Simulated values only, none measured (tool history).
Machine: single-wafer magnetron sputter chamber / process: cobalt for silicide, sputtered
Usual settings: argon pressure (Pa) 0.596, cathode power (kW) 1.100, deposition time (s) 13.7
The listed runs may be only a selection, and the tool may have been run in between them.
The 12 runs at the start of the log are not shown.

run   hour  argon pressure (Pa)  cathode power (kW)  deposition time (s)  read-back reference wafer on the same gauge, thickness_nm  mean film thickness on the monitor wafer (Å)
 13  279.6                0.596               1.100                 13.7                                                      8.568                                         73.28
     293.5  -- magnet pack replaced
 14  312.7                0.652               1.100                 13.7                                                      8.580                                         72.51
 15  328.9                0.367               1.250                 11.0                                                      8.573                                         67.25
 16  341.4                0.596               1.000                 13.7                                                      8.560                                         68.60
     354.3  -- capacitance manometer re-zeroed and calibrated
 17  358.7                0.405               1.350                 13.7                                                      8.576                                         87.44
     377.8  -- sputter target and shields replaced
 18  442.5                0.596               1.100                 13.7                                                      8.566                                         73.68
 19  486.4                0.475               1.250                 16.3                                                      8.564                                         97.94
 20  509.8                0.526               1.000                 12.2                                                      8.575                                         62.52
 21  527.0                0.698               1.100                 13.7                                                      8.568                                         71.93
 22  553.9                0.596               0.850                 11.8                                                      8.571                                         53.97
 23  580.3                0.801               1.350                 15.9                                                      8.570                                         94.49
 24  598.8                0.488               1.000                 15.6                                                      8.565                                         80.16
 25  619.9                0.596               1.300                 16.4                                                      8.563                                         98.37
     632.1  -- sputter target and shields replaced
 26  646.0                0.808               1.000                 13.7                                                      8.580                                         66.84
 27  663.5                0.596               1.100                 13.7                                                      8.570                                         73.91
 28  690.9                0.410               1.000                 12.5                                                      8.571                                         65.74
 29  715.3                0.679               1.100                 13.7                                                      8.567                                         72.24
 30  742.9                0.801               1.350                 15.9                                                      8.575                                         93.82
 31  767.2                0.818               1.100                 13.7                                                      8.573                                         70.09

Run 32, settings as shown, results not yet in. Your forecast:
 32  783.0                0.525               0.850                 16.0                                                          ?                                             ?

{"run 32": {"read-back reference wafer on the same gauge, thickness_nm": 8.576, "mean film thickness on the monitor wafer (Å)": 74.21}}
Without the tool's hidden state the same run would have given mean film thickness on the monitor wafer (Å) 75.57.
